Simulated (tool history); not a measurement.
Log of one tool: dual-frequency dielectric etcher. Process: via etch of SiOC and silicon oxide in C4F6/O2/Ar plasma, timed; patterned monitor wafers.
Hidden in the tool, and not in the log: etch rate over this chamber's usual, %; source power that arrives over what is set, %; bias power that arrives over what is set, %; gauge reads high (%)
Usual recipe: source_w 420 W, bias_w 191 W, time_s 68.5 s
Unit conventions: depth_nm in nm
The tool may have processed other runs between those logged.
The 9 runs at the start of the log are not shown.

| run | day | source_w | bias_w | time_s | wafers since the last listed run | hours since the last wet clean | hours since the last source power generator calibration | hours since the last bias power generator calibration | hours since the last upper electrode change | hours since the gauge calibration | read-back reference wafer on the same gauge, depth_nm | depth_nm |
|---|---|---|---|---|---|---|---|---|---|---|---|---|
| 10 | 18.654 | 420 | 191 | 68.5 | 248 | 258.1 | 1944.1 | 3388.1 | 3778.8 | 623.4 | 73.9 | 82.4 |
| 11 | 20.538 | 420 | 191 | 68.5 | 340 | 303.3 | 1989.3 | 3433.3 | 3824.0 | 668.6 | 73.9 | 83.1 |
| 12 | 23.142 | 420 | 191 | 68.5 | 470 | 365.8 | 2051.8 | 3495.8 | 3886.5 | 731.1 | 73.9 | 82.9 |
| 13 | 25.838 | 420 | 191 | 68.5 | 486 | 430.5 | 2116.5 | 3560.5 | 3951.2 | 795.8 | 73.9 | 83.0 |
|  | 28.233 | wet clean of the chamber |
| 14 | 28.254 | 420 | 191 | 68.5 | 255 | 0.5 | 2174.5 | 3618.5 | 4009.2 | 853.8 | 73.9 | 81.9 |
| 15 | 28.667 | 520 | 191 | 54.5 | 74 | 10.4 | 2184.4 | 3628.4 | 4019.1 | 863.7 | 73.9 | 71.2 |
| 16 | 30.596 | 420 | 191 | 79.5 | 348 | 56.7 | 2230.7 | 3674.7 | 4065.4 | 910.0 | 74.0 | 95.1 |
|  | 33.567 | upper electrode replaced |
| 17 | 33.588 | 420 | 191 | 68.5 | 359 | 128.5 | 2302.5 | 3746.5 | 0.5 | 981.8 | 73.9 | 82.4 |
| 18 | 33.796 | 420 | 191 | 68.5 | 37 | 133.5 | 2307.5 | 3751.5 | 5.5 | 986.8 | 73.9 | 82.0 |
|  | 35.108 | source power generator calibrated |
| 19 | 35.512 | 420 | 191 | 68.5 | 279 | 174.7 | 9.7 | 3792.7 | 46.7 | 1028.0 | 73.9 | 82.1 |
| 20 | 38.233 | 420 | 191 | 68.5 | 491 | 240.0 | 75.0 | 3858.0 | 112.0 | 1093.3 | 73.9 | 82.6 |
| 21 | 39.996 | 510 | 215 | 87.0 | 318 | 282.3 | 117.3 | 3900.3 | 154.3 | 1135.6 | 73.9 | 118.3 |
| 22 | 41.862 | 380 | 179 | 68.5 | 337 | 327.1 | 162.1 | 3945.1 | 199.1 | 1180.4 | 73.9 | 77.3 |
|  | 44.362 | bias power generator calibrated |
| 23 | 44.512 | 420 | 203 | 68.5 | 448 | 390.7 | 225.7 | 3.6 | 262.7 | 1244.0 | 73.9 | 86.4 |
| 24 | 47.362 | 420 | 191 | 51.5 | 514 | 459.1 | 294.1 | 72.0 | 331.1 | 1312.4 | 73.9 | 63.6 |
|  | 47.825 | gauge calibrated |
| 25 | 48.362 | 420 | 191 | 51.5 | 180 | 483.1 | 318.1 | 96.0 | 355.1 | 12.9 | 73.9 | 63.4 |
|  | 51.571 | wet clean of the chamber |
| 26 | 51.592 | 420 | 191 | 68.5 | 402 | 0.5 | 395.6 | 173.5 | 432.6 | 90.4 | 73.9 | 83.4 |
| 27 | 52.625 | 390 | 191 | 81.5 | 186 | 25.3 | 420.4 | 198.3 | 457.4 | 115.2 | 73.9 | 96.0 |
| 28 | 54.988 | 390 | 191 | 49.0 | 426 | 82.0 | 477.1 | 255.0 | 514.1 | 171.9 | 73.8 | 57.8 |
| 29 | 57.292 | 390 | 191 | 63.0 | 416 | 137.3 | 532.4 | 310.3 | 569.4 | 227.2 | 73.9 | 74.5 |
| 30 | 59.842 | 420 | 191 | 68.5 | 460 | 198.5 | 593.6 | 371.5 | 630.6 | 288.4 | 73.9 | 83.4 |
| 31 | 62.604 | 420 | 191 | 86.5 | 498 | 264.8 | 659.9 | 437.8 | 696.9 | 354.7 | 73.9 | 105.8 |

3 options for the next run, each taken on its own from the tool as it stands now. Forecast them:
| A | 62.621 | 420 | 191 | 68.5 | 3 | 265.2 | 660.3 | 438.2 | 697.3 | 355.1 | ? | ? |
| B | 62.621 | 420 | 227 | 54.0 | 3 | 265.2 | 660.3 | 438.2 | 697.3 | 355.1 | ? | ? |
| C | 62.621 | 420 | 191 | 85.0 | 3 | 265.2 | 660.3 | 438.2 | 697.3 | 355.1 | ? | ? |

| run | read-back reference wafer on the same gauge, depth_nm | depth_nm |
|---|---|---|
| A | 73.9 | 83.6 |
| B | 73.9 | 70.5 |
| C | 73.9 | 103.8 |
Had the tool no hidden state, the same runs would have come out as:
| run | depth_nm |
|---|---|
| A | 83.7 |
| B | 70.6 |
| C | 103.9 |
